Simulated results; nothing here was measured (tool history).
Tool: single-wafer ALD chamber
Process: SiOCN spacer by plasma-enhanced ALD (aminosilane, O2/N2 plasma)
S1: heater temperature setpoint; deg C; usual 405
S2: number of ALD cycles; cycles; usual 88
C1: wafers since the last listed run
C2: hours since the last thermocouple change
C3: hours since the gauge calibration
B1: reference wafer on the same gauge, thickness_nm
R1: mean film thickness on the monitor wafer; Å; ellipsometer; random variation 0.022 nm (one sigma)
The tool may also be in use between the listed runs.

run,hour,S1,S2,C1,C2,C3,B1,R1
1,0.0,411,88,0,1012.5,396.8,4.549,49.47
2,14.9,414,88,46,1027.4,411.7,4.553,49.53
3,29.6,405,88,46,1042.1,426.4,4.551,50.56
4,43.0,405,88,42,1055.5,439.8,4.550,50.61
5,55.3,405,88,38,1067.8,452.1,4.552,51.07
6,64.1,405,88,27,1076.6,460.9,4.550,50.56
7,75.2,405,94,34,1087.7,472.0,4.548,54.27
8,81.6,405,94,20,1094.1,478.4,4.548,54.40
9,91.5,405,94,31,1104.0,488.3,4.552,54.14
10,108.0,396,99,52,1120.5,504.8,4.544,58.22
11,116.7,405,79,27,1129.2,513.5,4.551,45.60
12,123.1,405,88,20,1135.6,519.9,4.553,50.83
13,134.4,405,88,35,1146.9,531.2,4.548,50.82
14,145.6,405,88,35,1158.1,542.4,4.553,51.16
15,160.4,405,88,46,1172.9,557.2,4.548,50.37
16,167.7,405,88,23,1180.2,564.5,4.554,50.50
17,179.6,405,88,37,1192.1,576.4,4.552,50.99
# hour 205.3: thermocouple changed; heater temperature recalibrated
18,205.8,409,95,57,0.5,602.6,4.552,53.61
19,237.0,405,88,98,31.7,633.8,4.545,50.79
20,247.3,405,88,32,42.0,644.1,4.547,50.39
21,258.6,405,88,35,53.3,655.4,4.550,50.88
# hour 260.0: gauge calibrated
22,266.1,402,76,23,60.8,6.1,4.548,44.51
23,274.8,402,76,27,69.5,14.8,4.555,44.23
24,292.6,405,71,56,87.3,32.6,4.546,41.37
25,309.1,405,88,52,103.8,49.1,4.549,51.11
26,318.5,419,95,29,113.2,58.5,4.547,52.20
27,334.7,395,97,51,129.4,74.7,4.555,56.59
28,351.1,405,88,51,145.8,91.1,4.550,50.65
29,361.0,413,72,31,155.7,101.0,4.548,40.25
30,376.6,395,100,49,171.3,116.6,4.552,58.84
31,390.7,405,95,44,185.4,130.7,4.547,54.67
32,399.8,413,98,28,194.5,139.8,4.548,54.54
33,413.7,395,71,43,208.4,153.7,4.551,41.79
34,422.1,414,77,26,216.8,162.1,4.552,43.07
35,434.7,415,71,39,229.4,174.7,4.551,39.80

Forecast run 36:
36,443.1,401,95,26,237.8,183.1,?,?

B1: 4.551
R1: 55.50 Å
Without the tool's hidden state the same run would have given R1 55.50 Å.

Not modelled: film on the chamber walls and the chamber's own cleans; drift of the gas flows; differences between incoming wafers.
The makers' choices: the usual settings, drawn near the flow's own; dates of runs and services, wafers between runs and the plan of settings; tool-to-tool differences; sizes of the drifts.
